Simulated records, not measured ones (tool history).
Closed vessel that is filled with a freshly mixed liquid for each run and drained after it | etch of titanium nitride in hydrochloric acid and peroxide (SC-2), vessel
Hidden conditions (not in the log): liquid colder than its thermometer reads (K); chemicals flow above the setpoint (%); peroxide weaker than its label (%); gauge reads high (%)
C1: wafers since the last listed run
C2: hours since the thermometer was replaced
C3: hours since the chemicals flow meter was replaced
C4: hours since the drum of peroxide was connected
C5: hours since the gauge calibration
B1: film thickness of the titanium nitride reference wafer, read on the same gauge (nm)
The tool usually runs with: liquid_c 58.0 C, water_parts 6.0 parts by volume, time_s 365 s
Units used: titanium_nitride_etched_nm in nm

{"run": 1, "hour": 0.0, "liquid_c": 58.0, "water_parts": 6.0, "time_s": 365, "C1": 0, "C2": 2189.7, "C3": 1054.8, "C4": 338.6, "C5": 1498.0, "B1": 130.05, "titanium_nitride_etched_nm": 19.77}
{"run": 2, "hour": 72.0, "liquid_c": 58.0, "water_parts": 6.0, "time_s": 365, "C1": 3828, "C2": 2261.7, "C3": 1126.8, "C4": 410.6, "C5": 1570.0, "B1": 130.01, "titanium_nitride_etched_nm": 19.96}
{"hour": 130.1, "done": "new drum of peroxide connected"}
{"run": 3, "hour": 143.5, "liquid_c": 58.0, "water_parts": 6.0, "time_s": 365, "C1": 3748, "C2": 2333.2, "C3": 1198.3, "C4": 13.4, "C5": 1641.5, "B1": 129.96, "titanium_nitride_etched_nm": 19.96}
{"run": 4, "hour": 214.6, "liquid_c": 58.0, "water_parts": 6.0, "time_s": 365, "C1": 3780, "C2": 2404.3, "C3": 1269.4, "C4": 84.5, "C5": 1712.6, "B1": 130.01, "titanium_nitride_etched_nm": 19.9}
{"run": 5, "hour": 283.5, "liquid_c": 58.0, "water_parts": 6.0, "time_s": 365, "C1": 3663, "C2": 2473.2, "C3": 1338.3, "C4": 153.4, "C5": 1781.5, "B1": 130.0, "titanium_nitride_etched_nm": 19.77}
{"run": 6, "hour": 348.4, "liquid_c": 58.0, "water_parts": 6.0, "time_s": 365, "C1": 3451, "C2": 2538.1, "C3": 1403.2, "C4": 218.3, "C5": 1846.4, "B1": 130.01, "titanium_nitride_etched_nm": 19.99}
{"run": 7, "hour": 393.7, "liquid_c": 58.0, "water_parts": 6.0, "time_s": 365, "C1": 2408, "C2": 2583.4, "C3": 1448.5, "C4": 263.6, "C5": 1891.7, "B1": 130.02, "titanium_nitride_etched_nm": 20.07}
{"run": 8, "hour": 426.9, "liquid_c": 58.0, "water_parts": 6.0, "time_s": 365, "C1": 1765, "C2": 2616.6, "C3": 1481.7, "C4": 296.8, "C5": 1924.9, "B1": 130.02, "titanium_nitride_etched_nm": 19.9}
{"run": 9, "hour": 469.3, "liquid_c": 58.0, "water_parts": 6.0, "time_s": 365, "C1": 2254, "C2": 2659.0, "C3": 1524.1, "C4": 339.2, "C5": 1967.3, "B1": 130.04, "titanium_nitride_etched_nm": 19.83}
{"hour": 489.3, "done": "gauge calibrated"}
{"run": 10, "hour": 516.3, "liquid_c": 58.0, "water_parts": 5.0, "time_s": 365, "C1": 2499, "C2": 2706.0, "C3": 1571.1, "C4": 386.2, "C5": 27.0, "B1": 130.01, "titanium_nitride_etched_nm": 22.88}
{"run": 11, "hour": 564.5, "liquid_c": 49.0, "water_parts": 5.0, "time_s": 365, "C1": 2563, "C2": 2754.2, "C3": 1619.3, "C4": 434.4, "C5": 75.2, "B1": 129.98, "titanium_nitride_etched_nm": 12.65}
{"hour": 624.7, "done": "new drum of peroxide connected"}
{"run": 12, "hour": 625.2, "liquid_c": 67.0, "water_parts": 8.0, "time_s": 365, "C1": 3174, "C2": 2814.9, "C3": 1680.0, "C4": 0.5, "C5": 135.9, "B1": 130.0, "titanium_nitride_etched_nm": 28.09}
{"hour": 672.3, "done": "thermometer replaced"}
{"run": 13, "hour": 674.7, "liquid_c": 66.5, "water_parts": 7.0, "time_s": 290, "C1": 2579, "C2": 2.4, "C3": 1729.5, "C4": 50.0, "C5": 185.4, "B1": 129.98, "titanium_nitride_etched_nm": 24.05}
{"run": 14, "hour": 739.4, "liquid_c": 58.0, "water_parts": 6.0, "time_s": 365, "C1": 3440, "C2": 67.1, "C3": 1794.2, "C4": 114.7, "C5": 250.1, "B1": 130.0, "titanium_nitride_etched_nm": 20.11}
{"hour": 788.3, "done": "chemicals flow meter replaced"}
{"run": 15, "hour": 791.2, "liquid_c": 62.0, "water_parts": 5.0, "time_s": 295, "C1": 2701, "C2": 118.9, "C3": 2.9, "C4": 166.5, "C5": 301.9, "B1": 129.96, "titanium_nitride_etched_nm": 22.81}
{"run": 16, "hour": 829.1, "liquid_c": 62.0, "water_parts": 6.0, "time_s": 365, "C1": 2015, "C2": 156.8, "C3": 40.8, "C4": 204.4, "C5": 339.8, "B1": 130.03, "titanium_nitride_etched_nm": 24.84}
{"run": 17, "hour": 865.7, "liquid_c": 55.5, "water_parts": 4.5, "time_s": 365, "C1": 1946, "C2": 193.4, "C3": 77.4, "C4": 241.0, "C5": 376.4, "B1": 129.98, "titanium_nitride_etched_nm": 20.12}
{"run": 18, "hour": 915.3, "liquid_c": 58.0, "water_parts": 7.0, "time_s": 365, "C1": 2637, "C2": 243.0, "C3": 127.0, "C4": 290.6, "C5": 426.0, "B1": 130.01, "titanium_nitride_etched_nm": 17.07}
{"run": 19, "hour": 986.6, "liquid_c": 58.0, "water_parts": 7.0, "time_s": 560, "C1": 3791, "C2": 314.3, "C3": 198.3, "C4": 361.9, "C5": 497.3, "B1": 130.02, "titanium_nitride_etched_nm": 26.32}
{"run": 20, "hour": 1028.4, "liquid_c": 65.5, "water_parts": 8.5, "time_s": 430, "C1": 2222, "C2": 356.1, "C3": 240.1, "C4": 403.7, "C5": 539.1, "B1": 129.99, "titanium_nitride_etched_nm": 27.62}
{"hour": 1071.2, "done": "new drum of peroxide connected"}
{"run": 21, "hour": 1085.7, "liquid_c": 67.0, "water_parts": 8.0, "time_s": 365, "C1": 2993, "C2": 413.4, "C3": 297.4, "C4": 14.5, "C5": 596.4, "B1": 129.98, "titanium_nitride_etched_nm": 27.06}
{"run": 22, "hour": 1115.8, "liquid_c": 67.0, "water_parts": 8.5, "time_s": 365, "C1": 1600, "C2": 443.5, "C3": 327.5, "C4": 44.6, "C5": 626.5, "B1": 130.01, "titanium_nitride_etched_nm": 25.75}
{"run": 23, "hour": 1169.0, "liquid_c": 58.0, "water_parts": 6.0, "time_s": 365, "C1": 2828, "C2": 496.7, "C3": 380.7, "C4": 97.8, "C5": 679.7, "B1": 130.02, "titanium_nitride_etched_nm": 19.41}
{"run": 24, "hour": 1202.5, "liquid_c": 49.5, "water_parts": 6.0, "time_s": 365, "C1": 1781, "C2": 530.2, "C3": 414.2, "C4": 131.3, "C5": 713.2, "B1": 129.98, "titanium_nitride_etched_nm": 11.16}
{"run": 25, "hour": 1236.0, "liquid_c": 58.0, "water_parts": 4.5, "time_s": 270, "C1": 1781, "C2": 563.7, "C3": 447.7, "C4": 164.8, "C5": 746.7, "B1": 130.0, "titanium_nitride_etched_nm": 17.71}
{"run": 26, "hour": 1307.8, "liquid_c": 48.5, "water_parts": 8.5, "time_s": 195, "C1": 3818, "C2": 635.5, "C3": 519.5, "C4": 236.6, "C5": 818.5, "B1": 130.04, "titanium_nitride_etched_nm": 4.3}
{"run": 27, "hour": 1355.5, "liquid_c": 58.0, "water_parts": 6.0, "time_s": 365, "C1": 2536, "C2": 683.2, "C3": 567.2, "C4": 284.3, "C5": 866.2, "B1": 130.01, "titanium_nitride_etched_nm": 19.48}
{"run": 28, "hour": 1381.8, "liquid_c": 52.0, "water_parts": 4.5, "time_s": 165, "C1": 1398, "C2": 709.5, "C3": 593.5, "C4": 310.6, "C5": 892.5, "B1": 130.0, "titanium_nitride_etched_nm": 7.35}

What if the next run were any one of these 5? Each begins from the tool's condition after run 28:
{"run": "A", "hour": 1382.6, "liquid_c": 58.0, "water_parts": 6.0, "time_s": 365, "C1": 42, "C2": 710.3, "C3": 594.3, "C4": 311.4, "C5": 893.3, "B1": "?", "titanium_nitride_etched_nm": "?"}
{"run": "B", "hour": 1382.6, "liquid_c": 61.0, "water_parts": 4.0, "time_s": 145, "C1": 42, "C2": 710.3, "C3": 594.3, "C4": 311.4, "C5": 893.3, "B1": "?", "titanium_nitride_etched_nm": "?"}
{"run": "C", "hour": 1382.6, "liquid_c": 58.0, "water_parts": 6.0, "time_s": 215, "C1": 42, "C2": 710.3, "C3": 594.3, "C4": 311.4, "C5": 893.3, "B1": "?", "titanium_nitride_etched_nm": "?"}
{"run": "D", "hour": 1382.6, "liquid_c": 52.5, "water_parts": 4.5, "time_s": 465, "C1": 42, "C2": 710.3, "C3": 594.3, "C4": 311.4, "C5": 893.3, "B1": "?", "titanium_nitride_etched_nm": "?"}
{"run": "E", "hour": 1382.6, "liquid_c": 53.0, "water_parts": 6.0, "time_s": 195, "C1": 42, "C2": 710.3, "C3": 594.3, "C4": 311.4, "C5": 893.3, "B1": "?", "titanium_nitride_etched_nm": "?"}

run=A B1=129.98 titanium_nitride_etched_nm=19.48
run=B B1=129.98 titanium_nitride_etched_nm=12.44
run=C B1=129.98 titanium_nitride_etched_nm=11.47
run=D B1=129.98 titanium_nitride_etched_nm=21.39
run=E B1=129.98 titanium_nitride_etched_nm=7.54
The same runs, with their run-to-run variation unchanged, on a tool lacking any hidden condition would have given:
run=A titanium_nitride_etched_nm=19.22
run=B titanium_nitride_etched_nm=12.29
run=C titanium_nitride_etched_nm=11.32
run=D titanium_nitride_etched_nm=21.13
run=E titanium_nitride_etched_nm=7.44
